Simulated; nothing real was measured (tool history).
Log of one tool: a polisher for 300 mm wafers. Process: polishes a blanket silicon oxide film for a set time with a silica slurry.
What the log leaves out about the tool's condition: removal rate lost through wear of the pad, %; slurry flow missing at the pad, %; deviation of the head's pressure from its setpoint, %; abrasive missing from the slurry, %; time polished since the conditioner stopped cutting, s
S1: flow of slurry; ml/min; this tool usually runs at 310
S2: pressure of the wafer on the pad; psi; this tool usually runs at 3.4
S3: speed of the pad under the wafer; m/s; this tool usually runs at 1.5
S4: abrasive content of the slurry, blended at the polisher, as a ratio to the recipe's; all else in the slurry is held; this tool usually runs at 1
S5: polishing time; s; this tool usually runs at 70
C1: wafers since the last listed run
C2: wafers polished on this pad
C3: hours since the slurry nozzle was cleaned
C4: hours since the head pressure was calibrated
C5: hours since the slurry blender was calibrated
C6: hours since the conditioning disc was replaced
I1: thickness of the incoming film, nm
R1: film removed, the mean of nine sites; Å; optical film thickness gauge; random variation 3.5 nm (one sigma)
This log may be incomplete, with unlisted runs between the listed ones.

Run 1, hour 0: usual settings but S5 88 s; C1 0; C2 419; C3 321.3; C4 1020.2; C5 281.1; C6 352.5; I1 997.6. Result: R1 3258 Å.
Run 2, hour 13.1: usual settings; C1 137; C2 556; C3 334.4; C4 1033.3; C5 294.2; C6 365.6; I1 1008.3. Result: R1 2590 Å.
Run 3, hour 26: usual settings; C1 135; C2 691; C3 347.3; C4 1046.2; C5 307.1; C6 378.5; I1 991.8. Result: R1 2570 Å.
At hour 33.8: worn pad replaced by a new one.
Run 4, hour 34.5: usual settings; C1 47; C2 7; C3 355.8; C4 1054.7; C5 315.6; C6 387; I1 993.1. Result: R1 2735 Å.
Run 5, hour 61.5: usual settings; C1 282; C2 290; C3 382.8; C4 1081.7; C5 342.6; C6 414; I1 1003.7. Result: R1 2683 Å.
Run 6, hour 76.7: usual settings; C1 159; C2 449; C3 398; C4 1096.9; C5 357.8; C6 429.2; I1 1006.6. Result: R1 2680 Å.
At hour 83.5: head pressure recalibrated.
Run 7, hour 88.8: usual settings but S4 1.2; C1 105; C2 555; C3 410.1; C4 5.3; C5 369.9; C6 441.3; I1 992. Result: R1 2874 Å.
Run 8, hour 106: usual settings but S4 1.2; C1 180; C2 735; C3 427.3; C4 22.5; C5 387.1; C6 458.5; I1 989.7. Result: R1 2739 Å.
At hour 124.5: worn pad replaced by a new one.
Run 9, hour 144.8: usual settings but S4 1.2; C1 364; C2 213; C3 466.1; C4 61.3; C5 425.9; C6 497.3; I1 1005.6. Result: R1 3053 Å.
At hour 148.2: conditioning disc replaced and pad reconditioned.
Run 10, hour 159.9: usual settings; C1 137; C2 350; C3 481.2; C4 76.4; C5 441; C6 11.7; I1 983. Result: R1 2669 Å.
At hour 172.1: slurry nozzle cleaned.
Run 11, hour 174.6: usual settings but S1 215 ml/min, S2 4.4 psi; C1 143; C2 493; C3 2.5; C4 91.1; C5 455.7; C6 26.4; I1 986.2. Result: R1 3355 Å.
Run 12, hour 186.7: usual settings; C1 126; C2 620; C3 14.6; C4 103.2; C5 467.8; C6 38.5; I1 999.3. Result: R1 2614 Å.
Run 13, hour 200.1: usual settings but S1 280 ml/min, S4 1.15, S5 58 s; C1 140; C2 760; C3 28; C4 116.6; C5 481.2; C6 51.9; I1 982.1. Result: R1 2205 Å.
Run 14, hour 208.2: usual settings but S4 1.15; C1 84; C2 845; C3 36.1; C4 124.7; C5 489.3; C6 60; I1 971.8. Result: R1 2584 Å.

Run 15 has not been measured yet. What should we expect?
At hour 211.3: slurry blender recalibrated.
At hour 213.5: worn pad replaced by a new one.
Run 15, hour 217.7: usual settings but S2 4 psi, S4 1.3; C1 55; C2 44; C3 45.6; C4 134.2; C5 6.4; C6 69.5; I1 994.8. Result: R1 ?.

Run 15 produced R1 3754 Å.
With no hidden state in the tool, this same run would have given R1 3774 Å.

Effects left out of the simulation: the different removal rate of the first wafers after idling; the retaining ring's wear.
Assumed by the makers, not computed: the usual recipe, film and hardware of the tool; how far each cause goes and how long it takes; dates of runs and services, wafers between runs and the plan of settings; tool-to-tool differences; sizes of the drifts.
